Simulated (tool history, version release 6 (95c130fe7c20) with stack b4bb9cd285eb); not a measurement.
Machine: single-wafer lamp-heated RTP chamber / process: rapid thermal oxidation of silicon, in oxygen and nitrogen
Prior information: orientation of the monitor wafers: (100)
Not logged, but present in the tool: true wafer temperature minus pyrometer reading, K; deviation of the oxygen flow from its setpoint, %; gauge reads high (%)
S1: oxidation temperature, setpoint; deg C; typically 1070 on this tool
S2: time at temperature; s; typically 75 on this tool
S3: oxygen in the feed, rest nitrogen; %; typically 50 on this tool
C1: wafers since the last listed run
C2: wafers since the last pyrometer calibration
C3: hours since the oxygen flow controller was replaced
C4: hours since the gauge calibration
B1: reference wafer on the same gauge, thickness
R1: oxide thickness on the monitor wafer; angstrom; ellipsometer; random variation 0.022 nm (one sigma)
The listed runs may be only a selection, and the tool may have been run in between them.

run 1 hour=0 | S1=1070 S2=49 S3=50 | C1=0 C2=6558 C3=5940.9 C4=235.9 | B1=8.022 | R1=64.82
run 2 hour=37.9 | S1=1070 S2=49 S3=50 | C1=251 C2=6809 C3=5978.8 C4=273.8 | B1=8.025 | R1=64.84
run 3 hour=50.6 | S1=1070 S2=75 S3=50 | C1=84 C2=6894 C3=5991.5 C4=286.5 | B1=8.016 | R1=78.22
run 4 hour=64.8 | S1=1070 S2=75 S3=50 | C1=94 C2=6988 C3=6005.7 C4=300.7 | B1=8.013 | R1=78.1
run 5 hour=71.9 | S1=1070 S2=75 S3=50 | C1=47 C2=7036 C3=6012.8 C4=307.8 | B1=8.016 | R1=78.15
run 6 hour=88.2 | S1=1070 S2=75 S3=50 | C1=108 C2=7144 C3=6029.1 C4=324.1 | B1=8.014 | R1=78.54
-- hour=104 gauge calibrated
run 7 hour=105.6 | S1=1070 S2=75 S3=50 | C1=115 C2=7260 C3=6046.5 C4=1.6 | B1=8.023 | R1=78.13
run 8 hour=121.7 | S1=1070 S2=75 S3=50 | C1=107 C2=7367 C3=6062.6 C4=17.7 | B1=8.016 | R1=77.79
run 9 hour=131.5 | S1=1070 S2=75 S3=50 | C1=65 C2=7432 C3=6072.4 C4=27.5 | B1=8.016 | R1=78.55
run 10 hour=147.8 | S1=1070 S2=75 S3=50 | C1=108 C2=7540 C3=6088.7 C4=43.8 | B1=8.016 | R1=78.28
run 11 hour=154 | S1=1070 S2=75 S3=50 | C1=41 C2=7581 C3=6094.9 C4=50 | B1=8.019 | R1=78.34
run 12 hour=168.6 | S1=1070 S2=75 S3=50 | C1=97 C2=7678 C3=6109.5 C4=64.6 | B1=8.014 | R1=78.3
-- hour=191.9 pyrometer window cleaned and pyrometer calibrated
run 13 hour=192.4 | S1=1070 S2=75 S3=50 | C1=105 C2=3 C3=6133.3 C4=88.4 | B1=8.023 | R1=73.11
run 14 hour=194.9 | S1=1070 S2=75 S3=29 | C1=16 C2=20 C3=6135.8 C4=90.9 | B1=8.016 | R1=60.65
run 15 hour=204.1 | S1=1070 S2=75 S3=50 | C1=61 C2=81 C3=6145 C4=100.1 | B1=8.02 | R1=73.91
run 16 hour=211.3 | S1=1045 S2=75 S3=60 | C1=47 C2=129 C3=6152.2 C4=107.3 | B1=8.018 | R1=66.27
run 17 hour=222 | S1=1070 S2=75 S3=24 | C1=71 C2=200 C3=6162.9 C4=118 | B1=8.021 | R1=57.14
-- hour=234.7 oxygen flow controller replaced
run 18 hour=236.6 | S1=1070 S2=75 S3=50 | C1=43 C2=244 C3=1.9 C4=132.6 | B1=8.011 | R1=74.4
run 19 hour=245.9 | S1=1070 S2=75 S3=50 | C1=61 C2=306 C3=11.2 C4=141.9 | B1=8.025 | R1=73.95
run 20 hour=254.1 | S1=1043 S2=75 S3=50 | C1=54 C2=360 C3=19.4 C4=150.1 | B1=8.024 | R1=61.81
run 21 hour=266.7 | S1=1044 S2=75 S3=50 | C1=83 C2=444 C3=32 C4=162.7 | B1=8.02 | R1=62.21
run 22 hour=284.5 | S1=1070 S2=92 S3=64 | C1=118 C2=562 C3=49.8 C4=180.5 | B1=8.016 | R1=89.08
run 23 hour=299.9 | S1=1098 S2=40 S3=50 | C1=102 C2=665 C3=65.2 C4=195.9 | B1=8.013 | R1=67.62
run 24 hour=307.5 | S1=1047 S2=45 S3=36 | C1=50 C2=715 C3=72.8 C4=203.5 | B1=8.02 | R1=46.04
run 25 hour=314.8 | S1=1070 S2=75 S3=36 | C1=48 C2=764 C3=80.1 C4=210.8 | B1=8.018 | R1=66.33

Measured result minus the same run's result without the hidden state. Both carry the same run-to-run variation, though not necessarily the same gauge scatter:
run=1 R1=+3.9
run=2 R1=+3.93
run=3 R1=+4.78
run=4 R1=+4.78
run=5 R1=+4.8
run=6 R1=+4.84
run=7 R1=+4.83
run=8 R1=+4.82
run=9 R1=+4.88
run=10 R1=+4.87
run=11 R1=+4.88
run=12 R1=+4.9
run=13 R1=+0.11
run=14 R1=+0.11
run=15 R1=+0.24
run=16 R1=+0.3
run=17 R1=+0.34
run=18 R1=+0.59
run=19 R1=+0.69
run=20 R1=+0.66
run=21 R1=+0.77
run=22 R1=+1.28
run=23 R1=+1.04
run=24 R1=+0.78
run=25 R1=+1.18

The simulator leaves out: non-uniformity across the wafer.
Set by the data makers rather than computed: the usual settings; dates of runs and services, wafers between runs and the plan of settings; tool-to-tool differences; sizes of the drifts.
